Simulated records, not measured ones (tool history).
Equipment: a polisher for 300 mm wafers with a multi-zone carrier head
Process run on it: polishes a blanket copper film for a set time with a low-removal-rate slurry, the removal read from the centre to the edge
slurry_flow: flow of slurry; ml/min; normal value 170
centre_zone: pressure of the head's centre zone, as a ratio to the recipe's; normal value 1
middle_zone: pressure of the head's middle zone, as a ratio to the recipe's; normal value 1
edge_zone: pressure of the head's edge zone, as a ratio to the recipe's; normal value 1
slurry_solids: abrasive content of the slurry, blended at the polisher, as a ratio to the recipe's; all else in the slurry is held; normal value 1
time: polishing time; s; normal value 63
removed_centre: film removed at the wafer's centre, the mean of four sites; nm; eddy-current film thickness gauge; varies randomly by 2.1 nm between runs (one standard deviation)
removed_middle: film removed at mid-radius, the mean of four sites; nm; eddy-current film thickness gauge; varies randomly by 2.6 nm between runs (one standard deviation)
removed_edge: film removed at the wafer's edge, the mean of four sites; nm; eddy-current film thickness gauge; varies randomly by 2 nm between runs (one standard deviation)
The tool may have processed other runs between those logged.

run,day,slurry_flow,centre_zone,middle_zone,edge_zone,slurry_solids,time,"incoming thickness of the incoming film, nm",removed_centre,removed_middle,removed_edge
1,0,170,1,1,1,1,63,780.6,219.1,224.7,230.7
# day 8.475: slurry nozzle cleaned
2,9.65,170,1.09,1,1,0.8,63,766.1,238.1,224.9,222.1
3,13.392,185,1,1,1,0.9,85,778.3,297.1,313.2,312.3
4,15,170,1,1,1,1,52,762.7,185.2,193.1,192
# day 18.304: centre zone pressure recalibrated
5,19.379,170,1,1,1.12,1,57,752.6,201.3,205.9,219.2
6,21.908,170,1,1,0.94,1.1,63,778,223.5,236.1,229.2
7,24.329,170,1.1,0.89,1,1,63,761.8,237.1,205,230.8
# day 26.092: carrier head's membrane replaced by a new one
8,26.112,170,1,1,1,1,63,781.8,215.4,228.5,230.2
9,28.429,170,1,1,1.08,1,63,772.9,216.6,226.2,236.2
# day 29.367: worn pad replaced by a new one
10,32.317,170,1,1,1,1,63,778,218.9,221.1,229.2
# day 34.621: slurry nozzle cleaned
11,36.517,225,0.92,0.95,1,1,44,774.2,152.9,168,168.1
# day 37.15: edge zone pressure recalibrated
12,38.742,135,1,1.06,1.1,1,63,759.7,213.3,229,236
13,40.396,170,0.93,0.88,1,1,63,770.4,205.5,208.5,227.1
14,44.333,170,1,1,1,0.8,63,770.5,210.8,216.2,218.8
# day 45.879: centre zone pressure recalibrated
15,48.704,170,1,1,1,1,63,768,218.6,223.3,229.4
# day 52.333: carrier head's membrane replaced by a new one
16,52.917,170,1,1,1,1,69,774.8,242.1,246.2,250
17,55.988,170,1,1,1,1,63,782.7,216.8,223,226.5
# day 59.525: worn pad replaced by a new one
18,59.767,210,1,1,1.11,1.2,78,779.2,291.2,307.2,316
19,62.879,190,1.06,1,0.95,1,63,778.1,235.8,224.9,226.2
20,65.004,170,1,0.92,1,1,63,777.1,215.1,214.8,224.1
# day 67.217: slurry nozzle cleaned
21,68.783,110,1,1,1,0.85,78,761.2,244.1,253.8,261
22,72.162,170,1,1,1,1,63,770.1,227.1,229.8,234.5

3 ways to go on from here, each from the tool as it stands after run 22. What would each give?
A,72.179,170,1,1,0.88,1,63,768.6,?,?,?
B,72.179,170,1.1,1.1,1,1.25,45,768.6,?,?,?
C,72.179,170,1,1,1,1.2,41,768.6,?,?,?

run,removed_centre,removed_middle,removed_edge
A,224.7,230.7,224.3
B,185.5,185.2,176.4
C,152.1,156.1,159.5
Without the tool's unlogged condition, the same runs would have read:
run,removed_centre,removed_middle,removed_edge
A,229.8,235.3,227.6
B,189.6,188.8,178.9
C,155.5,159.2,161.8
